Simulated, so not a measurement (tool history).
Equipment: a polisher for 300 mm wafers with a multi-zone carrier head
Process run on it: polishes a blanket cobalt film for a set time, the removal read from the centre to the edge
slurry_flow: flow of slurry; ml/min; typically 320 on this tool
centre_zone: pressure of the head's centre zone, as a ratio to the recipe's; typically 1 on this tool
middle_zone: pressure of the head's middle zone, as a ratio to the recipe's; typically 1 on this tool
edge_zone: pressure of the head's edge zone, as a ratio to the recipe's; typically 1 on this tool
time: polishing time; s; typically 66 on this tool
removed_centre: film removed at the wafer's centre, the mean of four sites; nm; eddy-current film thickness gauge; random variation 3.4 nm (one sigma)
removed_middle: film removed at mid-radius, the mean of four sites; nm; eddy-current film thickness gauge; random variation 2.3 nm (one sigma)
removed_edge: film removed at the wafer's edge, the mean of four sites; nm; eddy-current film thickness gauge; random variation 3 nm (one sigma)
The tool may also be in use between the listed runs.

run	hour	slurry_flow	centre_zone	middle_zone	edge_zone	time	wafers since the last listed run	wafers polished on this pad	hours since the slurry nozzle was cleaned	hours since the centre zone pressure was calibrated	hours since the edge zone pressure was calibrated	hours since the carrier head's membrane was replaced	incoming thickness of the incoming film, nm	removed_centre	removed_middle	removed_edge
1	0	320	1	1	1	66	0	1108	68	256.1	142.2	245.9	843.6	334.8	330.6	347.9
# hour 23: worn pad replaced by a new one
2	39.1	320	1	1	1	66	327	150	107.1	295.2	181.3	285	838.3	337.3	327.1	349.7
3	76.3	350	1	1	1	66	347	497	144.3	332.4	218.5	322.2	852.8	347	331.9	350
4	126.9	350	1	1	1	66	472	970	194.9	383	269.1	372.8	844.1	340.4	332.1	351.6
# hour 164.5: worn pad replaced by a new one
5	189	320	1	1	1	55	542	229	257	445.1	331.2	434.9	826	283.7	269.4	296
# hour 193.4: slurry nozzle cleaned
6	246.4	320	1	1	1	55	526	755	53	502.5	388.6	492.3	837.7	266.4	256.3	281.6
7	271.1	320	0.96	1	1	66	230	986	77.7	527.2	413.3	517	842.6	305.5	306	338.6
# hour 306.8: worn pad replaced by a new one
8	326.2	320	0.96	1	1	66	477	180	132.8	582.3	468.4	572.1	844.8	301.2	297.3	333.7
# hour 368.4: slurry nozzle cleaned, repeated, since the last time left the tool worse
9	370.8	320	1	1	1	66	407	587	2.4	626.9	513	616.7	836.7	345.8	334.6	358.2
10	431.2	320	1.09	0.95	1	66	563	1151	62.8	687.3	573.4	677.1	836.2	373.2	313.9	350.6
# hour 466.2: worn pad replaced by a new one
# hour 472.1: carrier head's membrane replaced by a new one
11	473	320	1	1	1	66	306	17	104.6	729.1	615.2	0.9	846.2	339.2	326.4	351.5
# hour 479.7: edge zone pressure recalibrated
12	497.1	320	0.96	1	1	66	206	223	128.7	753.2	17.4	25	823.3	324	327.2	356.7
# hour 516.7: centre zone pressure recalibrated
13	554.5	415	1	1	1	66	517	740	186.1	37.8	74.8	82.4	853.1	354.3	333.2	357
# hour 600.9: worn pad replaced by a new one
14	601.4	320	1.06	1	0.91	83	400	4	233	84.7	121.7	129.3	843.8	455.6	410.7	427.9
# hour 627.5: slurry nozzle cleaned
15	645.3	320	1	0.92	1	83	400	404	17.8	128.6	165.6	173.2	834.5	440.3	395	454.4
16	675.4	320	1	1.09	0.9	66	280	685	47.9	158.7	195.7	203.3	853.5	349	357.6	345.3
17	739.4	400	1	1	0.96	66	597	1283	111.9	222.7	259.7	267.3	831.7	355.6	336.7	355.3

Forecast each of these 5 alternatives for the next run:
A	739.9	320	1	1.09	1	66	4	1287	112.4	223.2	260.2	267.8	831.6	?	?	?
B	739.9	320	1	1	1.07	66	4	1287	112.4	223.2	260.2	267.8	831.6	?	?	?
C	739.9	320	1	1.06	1	66	4	1287	112.4	223.2	260.2	267.8	831.6	?	?	?
D	739.9	275	1	1	1	66	4	1287	112.4	223.2	260.2	267.8	831.6	?	?	?
E	739.9	365	1	1.05	1	66	4	1287	112.4	223.2	260.2	267.8	831.6	?	?	?

run	removed_centre	removed_middle	removed_edge
A	343.2	357.4	352.7
B	343	332.1	362.2
C	343.2	348.9	352.9
D	335.3	325.4	347.8
E	348.9	351.4	357
Had the tool no hidden state, the same runs would have come out as:
run	removed_centre	removed_middle	removed_edge
A	351.1	364.8	358.3
B	350.9	339	368
C	351	356.2	358.4
D	344.5	333.4	354.2
E	355.8	357.7	361.9

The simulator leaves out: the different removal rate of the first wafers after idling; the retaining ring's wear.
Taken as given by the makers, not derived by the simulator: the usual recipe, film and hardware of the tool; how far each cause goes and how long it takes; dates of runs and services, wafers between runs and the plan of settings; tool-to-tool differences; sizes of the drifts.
